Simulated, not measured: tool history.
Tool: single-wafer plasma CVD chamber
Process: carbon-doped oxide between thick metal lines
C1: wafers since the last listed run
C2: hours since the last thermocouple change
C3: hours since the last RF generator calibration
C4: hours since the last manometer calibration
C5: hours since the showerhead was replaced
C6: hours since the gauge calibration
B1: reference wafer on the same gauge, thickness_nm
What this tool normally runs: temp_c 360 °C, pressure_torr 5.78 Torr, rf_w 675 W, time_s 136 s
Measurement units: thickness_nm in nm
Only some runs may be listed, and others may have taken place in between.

Run 1, day 0: usual settings but pressure_torr 6.68 Torr; C1 0; C2 2115.7; C3 787.5; C4 1769.6; C5 7174.7; C6 1941.1; B1 660.638. Result: thickness_nm 762.512 nm.
Run 2, day 1.896: usual settings but pressure_torr 6.68 Torr; C1 319; C2 2161.2; C3 833; C4 1815.1; C5 7220.2; C6 1986.6; B1 661.736. Result: thickness_nm 754.219 nm.
Run 3, day 4.108: usual settings but temp_c 371 °C, pressure_torr 6.44 Torr; C1 372; C2 2214.3; C3 886.1; C4 1868.2; C5 7273.3; C6 2039.7; B1 660.32. Result: thickness_nm 730.617 nm.
Run 4, day 6.196: usual settings but temp_c 371 °C, pressure_torr 6.44 Torr; C1 351; C2 2264.4; C3 936.2; C4 1918.3; C5 7323.4; C6 2089.8; B1 660.809. Result: thickness_nm 737.625 nm.
Run 5, day 8.325: usual settings; C1 358; C2 2315.5; C3 987.3; C4 1969.4; C5 7374.5; C6 2140.9; B1 660.469. Result: thickness_nm 748.762 nm.
Run 6, day 9.417: usual settings; C1 183; C2 2341.7; C3 1013.5; C4 1995.6; C5 7400.7; C6 2167.1; B1 660.817. Result: thickness_nm 736.137 nm.
At day 9.654: gauge calibrated.
Run 7, day 11.738: usual settings; C1 390; C2 2397.4; C3 1069.2; C4 2051.3; C5 7456.4; C6 50; B1 661.396. Result: thickness_nm 744.41 nm.
At day 13.892: showerhead replaced, of another model than before.
Run 8, day 14.329: usual settings but temp_c 354 °C; C1 380; C2 2459.6; C3 1131.4; C4 2113.5; C5 10.5; C6 112.2; B1 660.794. Result: thickness_nm 733.158 nm.
Run 9, day 15.371: usual settings; C1 175; C2 2484.6; C3 1156.4; C4 2138.5; C5 35.5; C6 137.2; B1 660.762. Result: thickness_nm 715.094 nm.
Run 10, day 16.517: usual settings but temp_c 373 °C; C1 192; C2 2512.1; C3 1183.9; C4 2166; C5 63; C6 164.7; B1 660.287. Result: thickness_nm 699.612 nm.
Run 11, day 18.079: usual settings but pressure_torr 6.69 Torr, rf_w 725 W, time_s 126 s; C1 263; C2 2549.6; C3 1221.4; C4 2203.5; C5 100.5; C6 202.2; B1 661.586. Result: thickness_nm 721.321 nm.
At day 18.508: RF generator calibrated.
At day 20.183: capacitance manometer re-zeroed and calibrated.
Run 12, day 20.488: usual settings; C1 293; C2 2607.4; C3 47.5; C4 7.3; C5 158.3; C6 260; B1 661.198. Result: thickness_nm 761.161 nm.
Run 13, day 21.754: usual settings; C1 213; C2 2637.8; C3 77.9; C4 37.7; C5 188.7; C6 290.4; B1 659.276. Result: thickness_nm 750.423 nm.
Run 14, day 23.458: usual settings but temp_c 368 °C; C1 286; C2 2678.7; C3 118.8; C4 78.6; C5 229.6; C6 331.3; B1 659.276. Result: thickness_nm 737.698 nm.
Run 15, day 24.462: usual settings but temp_c 372 °C, rf_w 780 W; C1 169; C2 2702.8; C3 142.9; C4 102.7; C5 253.7; C6 355.4; B1 660.236. Result: thickness_nm 799.306 nm.
Run 16, day 27.296: usual settings; C1 477; C2 2770.8; C3 210.9; C4 170.7; C5 321.7; C6 423.4; B1 662.259. Result: thickness_nm 745.163 nm.
Run 17, day 30.062: usual settings but temp_c 374 °C, pressure_torr 7.17 Torr, rf_w 545 W, time_s 117 s; C1 465; C2 2837.2; C3 277.3; C4 237.1; C5 388.1; C6 489.8; B1 660.094. Result: thickness_nm 547.606 nm.
At day 30.462: thermocouple changed; heater temperature recalibrated.
Run 18, day 31.242: usual settings but pressure_torr 7.15 Torr, time_s 127 s; C1 142; C2 18.7; C3 305.6; C4 265.4; C5 416.4; C6 518.1; B1 661.165. Result: thickness_nm 723.051 nm.
Run 19, day 33.829: usual settings; C1 435; C2 80.8; C3 367.7; C4 327.5; C5 478.5; C6 580.2; B1 661.604. Result: thickness_nm 734.957 nm.
Run 20, day 35.683: usual settings but temp_c 346 °C; C1 312; C2 125.3; C3 412.2; C4 372; C5 523; C6 624.7; B1 661.236. Result: thickness_nm 765.211 nm.
Run 21, day 36.754: usual settings but temp_c 347 °C; C1 180; C2 151; C3 437.9; C4 397.7; C5 548.7; C6 650.4; B1 660.879. Result: thickness_nm 763.148 nm.
Run 22, day 38.525: usual settings but pressure_torr 4.82 Torr; C1 298; C2 193.5; C3 480.4; C4 440.2; C5 591.2; C6 692.9; B1 661.648. Result: thickness_nm 684.188 nm.
Run 23, day 47.092: usual settings but pressure_torr 7.07 Torr, time_s 155 s; C1 1442; C2 399.1; C3 686; C4 645.8; C5 796.8; C6 898.5; B1 660.2. Result: thickness_nm 862.417 nm.
Run 24, day 49.492: usual settings but rf_w 715 W, time_s 118 s; C1 404; C2 456.7; C3 743.6; C4 703.4; C5 854.4; C6 956.1; B1 661.831. Result: thickness_nm 658.831 nm.
Run 25, day 50.954: usual settings but time_s 151 s; C1 246; C2 491.8; C3 778.7; C4 738.5; C5 889.5; C6 991.2; B1 660.43. Result: thickness_nm 798.575 nm.
Run 26, day 53.3: usual settings but temp_c 369 °C, pressure_torr 6.67 Torr, rf_w 545 W, time_s 120 s; C1 395; C2 548.1; C3 835; C4 794.8; C5 945.8; C6 1047.5; B1 662.439. Result: thickness_nm 550.244 nm.
Run 27, day 55.038: usual settings but pressure_torr 6.68 Torr; C1 292; C2 589.8; C3 876.7; C4 836.5; C5 987.5; C6 1089.2; B1 660.483. Result: thickness_nm 747.556 nm.
Run 28, day 56.888: usual settings but temp_c 348 °C, pressure_torr 6.3 Torr, rf_w 760 W, time_s 122 s; C1 311; C2 634.2; C3 921.1; C4 880.9; C5 1031.9; C6 1133.6; B1 661.679. Result: thickness_nm 737.613 nm.

4 ways to go on from here, each from the tool as it stands after run 28. What would each give?
Run A, day 56.904: usual settings; C1 2; C2 634.6; C3 921.5; C4 881.3; C5 1032.3; C6 1134; B1 ?. Result: thickness_nm ?.
Run B, day 56.904: usual settings but pressure_torr 5.2 Torr, rf_w 730 W, time_s 116 s; C1 2; C2 634.6; C3 921.5; C4 881.3; C5 1032.3; C6 1134; B1 ?. Result: thickness_nm ?.
Run C, day 56.904: usual settings but pressure_torr 6.73 Torr; C1 2; C2 634.6; C3 921.5; C4 881.3; C5 1032.3; C6 1134; B1 ?. Result: thickness_nm ?.
Run D, day 56.904: usual settings but time_s 109 s; C1 2; C2 634.6; C3 921.5; C4 881.3; C5 1032.3; C6 1134; B1 ?. Result: thickness_nm ?.

run       B1  thickness_nm
  A  661.491       725.137
  B  661.491       629.737
  C  661.491       745.343
  D  661.491       581.747
With no hidden state in the tool, these same runs would have given:
run  thickness_nm
  A       765.533
  B       664.207
  C       786.865
  D       614.155
